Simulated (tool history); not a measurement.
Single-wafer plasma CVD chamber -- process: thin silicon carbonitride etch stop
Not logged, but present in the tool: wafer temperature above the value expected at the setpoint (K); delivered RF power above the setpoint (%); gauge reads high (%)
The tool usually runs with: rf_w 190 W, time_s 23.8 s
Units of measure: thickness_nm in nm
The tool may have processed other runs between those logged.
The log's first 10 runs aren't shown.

run	hour	rf_w	time_s	wafers since the last listed run	hours since the last thermocouple change	hours since the last RF generator calibration	hours since the showerhead was replaced	hours since the gauge calibration	read-back reference wafer on the same gauge, thickness_nm	thickness_nm
11	869.9	190	25.6	2018	1889.9	743.1	5988.4	713.9	12.901	13.422
12	929.3	190	23.8	2356	1949.3	802.5	6047.8	773.3	12.903	12.631
13	995.6	190	23.8	2629	2015.6	868.8	6114.1	839.6	12.888	12.477
14	1030.8	190	23.8	1396	2050.8	904	6149.3	874.8	12.9	12.501
# hour 1066.2: showerhead replaced
15	1077.1	190	23.8	1519	2097.1	950.3	10.9	921.1	12.904	12.506
16	1137.4	190	23.8	2391	2157.4	1010.6	71.2	981.4	12.899	12.454
# hour 1159: gauge calibrated
17	1182.2	190	26.1	1776	2202.2	1055.4	116	23.2	12.892	13.517
18	1240.9	190	23.8	2328	2260.9	1114.1	174.7	81.9	12.879	12.337
19	1285.6	225	21.5	1773	2305.6	1158.8	219.4	126.6	12.914	11.854
# hour 1337.1: RF generator calibrated
20	1337.6	220	19.2	1745	2357.6	0.5	271.4	178.6	12.905	10.866
21	1360.4	170	19.1	904	2380.4	23.3	294.2	201.4	12.892	9.796
22	1421.7	150	19.5	2431	2441.7	84.6	355.5	262.7	12.896	9.408
# hour 1488.7: thermocouple changed; heater temperature recalibrated
23	1489.2	175	23.8	2360	0.5	152.1	423	330.2	12.91	12.256
24	1521.1	190	23.8	1265	32.4	184	454.9	362.1	12.899	12.592
25	1557.6	180	27.3	1447	68.9	220.5	491.4	398.6	12.904	14.352
26	1628	165	27.1	2792	139.3	290.9	561.8	469	12.891	13.698
27	1692.9	220	25.1	2574	204.2	355.8	626.7	533.9	12.892	14.226
28	1724.6	175	20.2	1257	235.9	387.5	658.4	565.6	12.871	10.379
29	1756.6	190	23.8	1269	267.9	419.5	690.4	597.6	12.91	12.616
30	1819.6	190	23.8	2498	330.9	482.5	753.4	660.6	12.902	12.556
31	1848.2	165	21.8	1134	359.5	511.1	782	689.2	12.912	10.936
32	1876.6	165	20.2	1126	387.9	539.5	810.4	717.6	12.903	10.066

Predict each of these 3 candidate next runs independently; none follows another, all start after run 32:
A	1877	190	21.9	15	388.3	539.9	810.8	718	?	?
B	1877	210	26.9	15	388.3	539.9	810.8	718	?	?
C	1877	155	23.8	15	388.3	539.9	810.8	718	?	?

run	read-back reference wafer on the same gauge, thickness_nm	thickness_nm
A	12.913	11.654
B	12.913	14.885
C	12.913	11.648
With the hidden condition removed and each run's random variation left untouched, the same runs would have given:
run	thickness_nm
A	11.754
B	15.013
C	11.748
